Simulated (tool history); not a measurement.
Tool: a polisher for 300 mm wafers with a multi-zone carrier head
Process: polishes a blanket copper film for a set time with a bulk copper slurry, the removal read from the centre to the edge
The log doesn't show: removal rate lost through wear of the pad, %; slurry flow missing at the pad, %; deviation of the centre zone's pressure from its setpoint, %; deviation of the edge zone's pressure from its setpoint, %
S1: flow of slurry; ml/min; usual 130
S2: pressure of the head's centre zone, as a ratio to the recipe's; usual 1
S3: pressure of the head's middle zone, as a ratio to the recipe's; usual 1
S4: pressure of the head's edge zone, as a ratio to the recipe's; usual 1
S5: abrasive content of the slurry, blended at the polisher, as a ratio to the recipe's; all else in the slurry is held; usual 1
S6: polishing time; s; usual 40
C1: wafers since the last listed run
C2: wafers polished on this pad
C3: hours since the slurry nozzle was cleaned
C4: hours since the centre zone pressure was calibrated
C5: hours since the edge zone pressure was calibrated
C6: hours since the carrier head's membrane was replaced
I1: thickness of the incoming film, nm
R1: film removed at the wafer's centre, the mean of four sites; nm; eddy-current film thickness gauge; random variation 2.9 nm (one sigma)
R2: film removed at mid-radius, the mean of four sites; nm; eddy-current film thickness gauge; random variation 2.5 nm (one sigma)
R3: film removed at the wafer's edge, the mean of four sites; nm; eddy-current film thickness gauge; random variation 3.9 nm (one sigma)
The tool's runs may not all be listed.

Run 1, hour 0: usual settings; C1 0; C2 378; C3 62; C4 479.3; C5 657.2; C6 757.2; I1 2898.7. Result: R1 299.9 nm, R2 293.1 nm, R3 286.1 nm.
At hour 10.9: centre zone pressure recalibrated.
At hour 44.8: carrier head's membrane replaced by a new one.
Run 2, hour 64.2: usual settings; C1 651; C2 1030; C3 126.2; C4 53.3; C5 721.4; C6 19.4; I1 2973.2. Result: R1 293.5 nm, R2 288.9 nm, R3 287.8 nm.
Run 3, hour 171.6: usual settings; C1 1222; C2 2252; C3 233.6; C4 160.7; C5 828.8; C6 126.8; I1 2908.3. Result: R1 286.5 nm, R2 282.6 nm, R3 285.3 nm.
Run 4, hour 222.6: usual settings; C1 580; C2 2833; C3 284.6; C4 211.7; C5 879.8; C6 177.8; I1 2890.9. Result: R1 281.9 nm, R2 282.8 nm, R3 283.1 nm.
At hour 228.2: worn pad replaced by a new one.
Run 5, hour 306.5: usual settings; C1 909; C2 891; C3 368.5; C4 295.6; C5 963.7; C6 261.7; I1 2930.2. Result: R1 278.9 nm, R2 281 nm, R3 275.5 nm.
Run 6, hour 389.5: usual settings; C1 945; C2 1836; C3 451.5; C4 378.6; C5 1046.7; C6 344.7; I1 2939.3. Result: R1 277.5 nm, R2 274.2 nm, R3 279.7 nm.
Run 7, hour 425.9: usual settings but S6 32 s; C1 414; C2 2250; C3 487.9; C4 415; C5 1083.1; C6 381.1; I1 2948.6. Result: R1 224.5 nm, R2 218.7 nm, R3 224.2 nm.
At hour 473.4: worn pad replaced by a new one.
Run 8, hour 487.9: usual settings but S6 32 s; C1 660; C2 164; C3 549.9; C4 477; C5 1145.1; C6 443.1; I1 2897.8. Result: R1 219 nm, R2 216.6 nm, R3 224.4 nm.
At hour 504.6: centre zone pressure recalibrated.
Run 9, hour 526.9: usual settings but S6 32 s; C1 421; C2 586; C3 588.9; C4 22.3; C5 1184.1; C6 482.1; I1 2956. Result: R1 216.6 nm, R2 218.3 nm, R3 224.4 nm.
Run 10, hour 576.7: usual settings but S2 1.1, S3 1.04, S4 0.95; C1 567; C2 1153; C3 638.7; C4 72.1; C5 1233.9; C6 531.9; I1 2869.2. Result: R1 297.5 nm, R2 278.6 nm, R3 268.7 nm.
At hour 616.1: edge zone pressure recalibrated.
Run 11, hour 663.4: usual settings; C1 964; C2 2117; C3 725.4; C4 158.8; C5 47.3; C6 618.6; I1 2964.8. Result: R1 262.4 nm, R2 259.5 nm, R3 278.8 nm.
At hour 668.1: slurry nozzle cleaned.
At hour 742.5: carrier head's membrane replaced by a new one.
Run 12, hour 743: usual settings but S2 1.07, S3 1.03; C1 838; C2 2955; C3 74.9; C4 238.4; C5 126.9; C6 0.5; I1 2915.2. Result: R1 311.8 nm, R2 299.8 nm, R3 289.9 nm.
At hour 751.1: worn pad replaced by a new one.
At hour 933.7: centre zone pressure recalibrated.
Run 13, hour 1003.3: usual settings but S4 1.04, S5 1.15, S6 33 s; C1 2895; C2 2848; C3 335.2; C4 69.6; C5 387.2; C6 260.8; I1 2955.1. Result: R1 245.5 nm, R2 244.8 nm, R3 245.7 nm.
At hour 1023.6: worn pad replaced by a new one.
Run 14, hour 1086.1: usual settings but S4 1.12; C1 897; C2 712; C3 418; C4 152.4; C5 470; C6 343.6; I1 2905.7. Result: R1 277.7 nm, R2 275.7 nm, R3 296 nm.
Run 15, hour 1175.8: usual settings but S1 150 ml/min, S2 1.05, S4 0.96, S5 1.15; C1 1021; C2 1733; C3 507.7; C4 242.1; C5 559.7; C6 433.3; I1 2961.7. Result: R1 312.1 nm, R2 296 nm, R3 286.8 nm.
Run 16, hour 1222.7: usual settings; C1 534; C2 2267; C3 554.6; C4 289; C5 606.6; C6 480.2; I1 2901.2. Result: R1 273.3 nm, R2 271.3 nm, R3 276.2 nm.
At hour 1254.8: worn pad replaced by a new one.
Run 17, hour 1284.8: usual settings; C1 661; C2 341; C3 616.7; C4 351.1; C5 668.7; C6 542.3; I1 2887.2. Result: R1 266.5 nm, R2 261.6 nm, R3 271.1 nm.
At hour 1310.8: slurry nozzle cleaned.
Run 18, hour 1356: usual settings but S1 155 ml/min; C1 799; C2 1140; C3 45.2; C4 422.3; C5 739.9; C6 613.5; I1 2940.7. Result: R1 306.2 nm, R2 302.1 nm, R3 290 nm.

Hidden state at the last listed run before each entry between runs and at the first one after, where it differs:
Between runs 1 and 2: centre zone pressure recalibrated (hour 10.9); carrier head's membrane replaced by a new one (hour 44.8)
  slurry flow missing at the pad, %: 3.66 -> 6.53
  measured less the result without the state, R1: -2.8 -> -5.1 nm; R2: -2.4 -> -4.5 nm; R3: -1.7 -> -3.1 nm
Between runs 4 and 5: worn pad replaced by a new one (hour 228.2)
  slurry flow missing at the pad, %: 13.6 -> 17.4
  measured less the result without the state, R1: -11.3 -> -15 nm; R2: -10 -> -13.3 nm; R3: -6.9 -> -9 nm
Between runs 7 and 8: worn pad replaced by a new one (hour 473.4)
  slurry flow missing at the pad, %: 22.7 -> 25.5
  measured less the result without the state, R1: -17.1 -> -19.5 nm; R2: -14.5 -> -16.7 nm; R3: -10.2 -> -11.8 nm
Between runs 8 and 9: centre zone pressure recalibrated (hour 504.6)
  slurry flow missing at the pad, %: 25.5 -> 27.2
  measured less the result without the state, R1: -19.5 -> -21.1 nm; R2: -16.7 -> -18.5 nm; R3: -11.8 -> -12.9 nm
Between runs 10 and 11: edge zone pressure recalibrated (hour 616.1)
  slurry flow missing at the pad, %: 29.4 -> 33.3
  measured less the result without the state, R1: -32.7 -> -34.9 nm; R2: -26.5 -> -29.8 nm; R3: -17.3 -> -21.4 nm
Between runs 11 and 12: slurry nozzle cleaned (hour 668.1); carrier head's membrane replaced by a new one (hour 742.5)
  slurry flow missing at the pad, %: 33.3 -> 7.13
  measured less the result without the state, R1: -34.9 -> -6 nm; R2: -29.8 -> -5.1 nm; R3: -21.4 -> -3.5 nm
Between runs 12 and 13: worn pad replaced by a new one (hour 751.1); centre zone pressure recalibrated (hour 933.7)
  slurry flow missing at the pad, %: 7.13 -> 18.8
  measured less the result without the state, R1: -6 -> -14.5 nm; R2: -5.1 -> -12.7 nm; R3: -3.5 -> -8.7 nm
Between runs 13 and 14: worn pad replaced by a new one (hour 1023.6)
  slurry flow missing at the pad, %: 18.8 -> 22.5
  measured less the result without the state, R1: -14.5 -> -20.8 nm; R2: -12.7 -> -18 nm; R3: -8.7 -> -13.3 nm
Between runs 16 and 17: worn pad replaced by a new one (hour 1254.8)
  slurry flow missing at the pad, %: 28.6 -> 31.3
  measured less the result without the state, R1: -28.7 -> -32.2 nm; R2: -24.7 -> -27.4 nm; R3: -17 -> -19.1 nm
Between runs 17 and 18: slurry nozzle cleaned (hour 1310.8)
  slurry flow missing at the pad, %: 31.3 -> 4.79
  measured less the result without the state, R1: -32.2 -> -3.3 nm; R2: -27.4 -> -2.8 nm; R3: -19.1 -> -1.9 nm
